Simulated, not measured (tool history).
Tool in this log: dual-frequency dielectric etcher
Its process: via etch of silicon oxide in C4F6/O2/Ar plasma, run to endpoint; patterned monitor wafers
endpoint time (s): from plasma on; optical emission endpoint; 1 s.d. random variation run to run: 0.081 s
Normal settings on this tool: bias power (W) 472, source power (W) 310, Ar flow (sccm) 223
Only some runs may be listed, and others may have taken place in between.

run	hour	bias power (W)	source power (W)	Ar flow (sccm)	wafers since the last listed run	hours since the last wet clean	hours since the last bias power generator calibration	hours since the last source power generator calibration	hours since the last Ar flow controller change	hours since the last upper electrode change	incoming incoming film thickness, nm	endpoint time (s)
1	0.0	472	310	223	0	339.9	3662.8	3126.0	3948.7	3507.3	89.2	18.8
2	16.0	472	310	223	285	355.9	3678.8	3142.0	3964.7	3523.3	89.6	19.0
3	32.2	472	310	223	289	372.1	3695.0	3158.2	3980.9	3539.5	89.5	19.0
# hour 57.8: upper electrode replaced
# hour 60.8: source power generator calibrated
# hour 63.5: bias power generator calibrated
4	64.0	472	310	264	38	403.9	0.5	3.2	4012.7	6.2	89.6	19.3
5	64.3	472	310	264	5	404.2	0.8	3.5	4013.0	6.5	89.0	19.3
6	64.6	553	310	223	5	404.5	1.1	3.8	4013.3	6.8	89.8	18.4
7	71.6	553	310	223	124	411.5	8.1	10.8	4020.3	13.8	89.1	18.0
8	87.7	553	310	223	287	427.6	24.2	26.9	4036.4	29.9	90.2	18.4
9	96.4	472	260	223	155	436.3	32.9	35.6	4045.1	38.6	89.9	21.0
# hour 115.8: Ar flow controller replaced
# hour 126.7: wet clean of the chamber
10	127.2	472	310	223	248	0.5	63.7	66.4	11.4	69.4	89.8	18.9
11	127.5	472	260	223	5	0.8	64.0	66.7	11.7	69.7	88.8	20.9
12	130.7	555	310	223	57	4.0	67.2	69.9	14.9	72.9	90.2	18.3
13	140.7	534	350	178	178	14.0	77.2	79.9	24.9	82.9	90.2	17.0
14	155.8	434	340	189	269	29.1	92.3	95.0	40.0	98.0	89.6	18.4
15	170.9	472	310	223	269	44.2	107.4	110.1	55.1	113.1	89.8	19.1
16	178.2	569	250	197	130	51.5	114.7	117.4	62.4	120.4	89.5	20.2

The tool's hidden state at each run:
etch rate over this chamber's usual, %: 0 on each run
bias power that arrives over what is set, %: 0 on each run
source power that arrives over what is set, %: 0 on each run
Ar flow that arrives over what is set, %: 0 on each run
